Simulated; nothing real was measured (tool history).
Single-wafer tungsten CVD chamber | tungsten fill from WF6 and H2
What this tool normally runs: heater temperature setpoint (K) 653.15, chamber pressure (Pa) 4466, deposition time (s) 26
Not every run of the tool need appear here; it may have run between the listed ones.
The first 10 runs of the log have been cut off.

run   hour  heater temperature setpoint (K)  chamber pressure (Pa)  deposition time (s)  wafers since the last listed run  hours since the last thermocouple change  hours since the last manometer calibration  hours since the showerhead was replaced  hours since the gauge calibration  read-back reference wafer on the same gauge, thickness_nm  mean film thickness on the monitor wafer (angstrom)
 11    269                           653.15                   4466                 22.4                               464                                    1704.5                                      1324.7                                   3447.5                              641.6                                                     59.559                                               440.97
 12  300.1                           653.15                   4466                   26                               512                                    1735.6                                      1355.8                                   3478.6                              672.7                                                      59.62                                               513.17
     326.1  -- showerhead replaced
 13  327.6                           653.15                   4466                   26                               321                                    1763.1                                      1383.3                                      1.5                              700.2                                                     59.569                                               505.25
 14  359.4                           653.15                   4466                   26                               523                                    1794.9                                      1415.1                                     33.3                                732                                                     59.643                                                509.9
 15  378.7                           653.15                   4466                   26                               317                                    1814.2                                      1434.4                                     52.6                              751.3                                                     59.706                                               507.06
 16  399.4                           653.15                   4466                 27.2                               340                                    1834.9                                      1455.1                                     73.3                                772                                                     59.639                                               527.94
     420.5  -- capacitance manometer re-zeroed and calibrated
 17  426.7                           641.15                   4466                   26                               317                                    1862.2                                         6.2                                    100.6                              799.3                                                     59.581                                               402.44
 18  452.8                           653.15                   3760                   26                               429                                    1888.3                                        32.3                                    126.7                              825.4                                                     59.581                                               463.42
 19  476.7                           667.15                   4786                 29.7                               393                                    1912.2                                        56.2                                    150.6                              849.3                                                     59.651                                               881.63
     481.9  -- gauge calibrated
 20  510.7                           653.15                   4466                 27.9                               559                                    1946.2                                        90.2                                    184.6                               28.8                                                     59.589                                               575.32
 21  539.1                           653.15                   5413                 22.2                               467                                    1974.6                                       118.6                                      213                               57.2                                                     59.579                                                524.8
 22  554.9                           647.15                   4466                   26                               260                                    1990.4                                       134.4                                    228.8                                 73                                                     59.509                                               465.36
 23  577.8                           653.15                   4466                 30.7                               377                                    2013.3                                       157.3                                    251.7                               95.9                                                     59.671                                               631.99
 24  594.7                           653.15                   4466                   26                               278                                    2030.2                                       174.2                                    268.6                              112.8                                                     59.594                                               538.97
 25  618.7                           641.15                   5160                   26                               395                                    2054.2                                       198.2                                    292.6                              136.8                                                     59.726                                               446.55
 26    646                           653.15                   4466                   26                               449                                    2081.5                                       225.5                                    319.9                              164.1                                                     59.642                                               535.91
 27  678.6                           653.15                   4986                   26                               536                                    2114.1                                       258.1                                    352.5                              196.7                                                     59.686                                               576.14
     693.4  -- thermocouple changed; heater temperature recalibrated
 28  699.7                           653.15                   4466                 22.6                               215                                       6.3                                       279.2                                    373.6                              217.8                                                     59.632                                               459.23
 29  728.1                           653.15                   5026                 28.8                               467                                      34.7                                       307.6                                      402                              246.2                                                     59.678                                               640.63
 30  752.8                           640.15                   4466                   26                               406                                      59.4                                       332.3                                    426.7                              270.9                                                     59.604                                               389.94
 31  777.9                           653.15                   4466                   26                               413                                      84.5                                       357.4                                    451.8                                296                                                     59.645                                               529.36
 32  811.4                           662.15                   4173                   26                               551                                       118                                       390.9                                    485.3                              329.5                                                     59.537                                               613.94
 33  845.8                           653.15                   4466                   26                               566                                     152.4                                       425.3                                    519.7                              363.9                                                     59.602                                               531.28
 34  877.5                           653.15                   4466                   26                               521                                     184.1                                         457                                    551.4                              395.6                                                     59.563                                               527.91
 35  899.9                           653.15                   3560                 24.1                               368                                     206.5                                       479.4                                    573.8                                418                                                     59.621                                               399.88

What if the next run were any one of these 3? Each begins from the tool's condition after run 35:
  A  900.3                           653.15                   4466                   26                                 6                                     206.9                                       479.8                                    574.2                              418.4                                                          ?                                                    ?
  B  900.3                           647.15                   4466                 22.1                                 6                                     206.9                                       479.8                                    574.2                              418.4                                                          ?                                                    ?
  C  900.3                           653.15                   4466                 28.9                                 6                                     206.9                                       479.8                                    574.2                              418.4                                                          ?                                                    ?

run  read-back reference wafer on the same gauge, thickness_nm  mean film thickness on the monitor wafer (angstrom)
  A                                                     59.707                                               524.43
  B                                                     59.707                                               386.85
  C                                                     59.707                                               583.17
Had the tool no hidden state, the same runs would have come out as:
run  mean film thickness on the monitor wafer (angstrom)
  A                                               537.36
  B                                               396.39
  C                                               597.56

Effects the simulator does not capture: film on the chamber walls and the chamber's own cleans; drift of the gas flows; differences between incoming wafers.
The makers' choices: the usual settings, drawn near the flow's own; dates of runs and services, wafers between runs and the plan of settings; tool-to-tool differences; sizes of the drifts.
